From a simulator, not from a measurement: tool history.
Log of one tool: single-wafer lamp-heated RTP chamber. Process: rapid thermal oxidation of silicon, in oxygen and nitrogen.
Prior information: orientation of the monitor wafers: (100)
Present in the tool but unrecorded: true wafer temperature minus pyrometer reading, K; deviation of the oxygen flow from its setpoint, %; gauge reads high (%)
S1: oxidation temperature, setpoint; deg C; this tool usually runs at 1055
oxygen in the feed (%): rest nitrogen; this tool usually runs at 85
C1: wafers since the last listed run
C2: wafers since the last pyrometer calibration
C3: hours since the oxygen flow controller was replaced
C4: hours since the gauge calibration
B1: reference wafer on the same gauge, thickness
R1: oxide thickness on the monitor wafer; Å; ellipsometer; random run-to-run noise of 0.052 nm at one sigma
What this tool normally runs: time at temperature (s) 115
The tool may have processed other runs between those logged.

Run 1, hour 0: usual settings; C1 0; C2 1817; C3 5245; C4 165.9; B1 11.478. Result: R1 108.89 Å.
At hour 27.3: pyrometer window cleaned and pyrometer calibrated.
Run 2, hour 27.8: usual settings but S1 1036 deg C; C1 206; C2 4; C3 5272.8; C4 193.7; B1 11.484. Result: R1 90.96 Å.
Run 3, hour 47.6: usual settings; C1 206; C2 211; C3 5292.6; C4 213.5; B1 11.505. Result: R1 103.96 Å.
Run 4, hour 61.1: usual settings; C1 140; C2 351; C3 5306.1; C4 227; B1 11.502. Result: R1 104.91 Å.
Run 5, hour 96.8: usual settings; C1 371; C2 723; C3 5341.8; C4 262.7; B1 11.491. Result: R1 106.55 Å.
Run 6, hour 122.1: usual settings; C1 263; C2 986; C3 5367.1; C4 288; B1 11.509. Result: R1 107.27 Å.
Run 7, hour 151.9: usual settings; C1 310; C2 1296; C3 5396.9; C4 317.8; B1 11.499. Result: R1 107.14 Å.
Run 8, hour 172.9: usual settings; C1 218; C2 1515; C3 5417.9; C4 338.8; B1 11.494. Result: R1 108.76 Å.
Run 9, hour 205.2: usual settings but time at temperature (s) 143, oxygen in the feed (%) 63; C1 336; C2 1851; C3 5450.2; C4 371.1; B1 11.488. Result: R1 107.27 Å.
At hour 269.5: pyrometer window cleaned and pyrometer calibrated.
Run 10, hour 270: usual settings but time at temperature (s) 143, oxygen in the feed (%) 63; C1 591; C2 5; C3 5515; C4 435.9; B1 11.523. Result: R1 100.97 Å.
At hour 282.3: gauge calibrated.
Run 11, hour 284.9: usual settings but time at temperature (s) 143, oxygen in the feed (%) 63; C1 155; C2 160; C3 5529.9; C4 2.6; B1 11.503. Result: R1 103.24 Å.
Run 12, hour 297.9: usual settings; C1 135; C2 295; C3 5542.9; C4 15.6; B1 11.473. Result: R1 105.86 Å.
Run 13, hour 331.5: usual settings; C1 349; C2 645; C3 5576.5; C4 49.2; B1 11.491. Result: R1 106.55 Å.
Run 14, hour 347.1: usual settings; C1 162; C2 808; C3 5592.1; C4 64.8; B1 11.483. Result: R1 106.12 Å.
Run 15, hour 366.5: usual settings but S1 1070 deg C, time at temperature (s) 148, oxygen in the feed (%) 96; C1 201; C2 1010; C3 5611.5; C4 84.2; B1 11.498. Result: R1 138.58 Å.
Run 16, hour 393.9: usual settings but oxygen in the feed (%) 65; C1 285; C2 1295; C3 5638.9; C4 111.6; B1 11.506. Result: R1 96.92 Å.
At hour 405.6: oxygen flow controller replaced.
Run 17, hour 409.3: usual settings but S1 1064 deg C, oxygen in the feed (%) 98; C1 77; C2 1372; C3 3.7; C4 127; B1 11.498. Result: R1 118.88 Å.
Run 18, hour 442.9: usual settings but S1 1083 deg C, time at temperature (s) 80, oxygen in the feed (%) 60; C1 349; C2 1722; C3 37.3; C4 160.6; B1 11.502. Result: R1 96.38 Å.
Run 19, hour 477.2: usual settings but time at temperature (s) 172, oxygen in the feed (%) 98; C1 357; C2 2079; C3 71.6; C4 194.9; B1 11.513. Result: R1 138.43 Å.
Run 20, hour 498.7: usual settings; C1 223; C2 2303; C3 93.1; C4 216.4; B1 11.501. Result: R1 107.88 Å.
At hour 518.9: pyrometer window cleaned and pyrometer calibrated.
Run 21, hour 531.6: usual settings but S1 1036 deg C, time at temperature (s) 148, oxygen in the feed (%) 95; C1 259; C2 132; C3 126; C4 249.3; B1 11.484. Result: R1 107.16 Å.
Run 22, hour 557: usual settings but S1 1071 deg C; C1 264; C2 396; C3 151.4; C4 274.7; B1 11.503. Result: R1 116.75 Å.
Run 23, hour 587.8: usual settings but oxygen in the feed (%) 56; C1 320; C2 717; C3 182.2; C4 305.5; B1 11.502. Result: R1 91.13 Å.
Run 24, hour 616.9: usual settings but oxygen in the feed (%) 61; C1 302; C2 1020; C3 211.3; C4 334.6; B1 11.501. Result: R1 94.56 Å.

Run 25 has not been measured yet. What should we expect?
Run 25, hour 644.6: usual settings but time at temperature (s) 64, oxygen in the feed (%) 77; C1 288; C2 1308; C3 239; C4 362.3; B1 ?. Result: R1 ?.

B1: 11.476
R1: 78.29 Å
On a tool with no hidden condition, and with the same random variation, this run would have come out at R1 74.75 Å.

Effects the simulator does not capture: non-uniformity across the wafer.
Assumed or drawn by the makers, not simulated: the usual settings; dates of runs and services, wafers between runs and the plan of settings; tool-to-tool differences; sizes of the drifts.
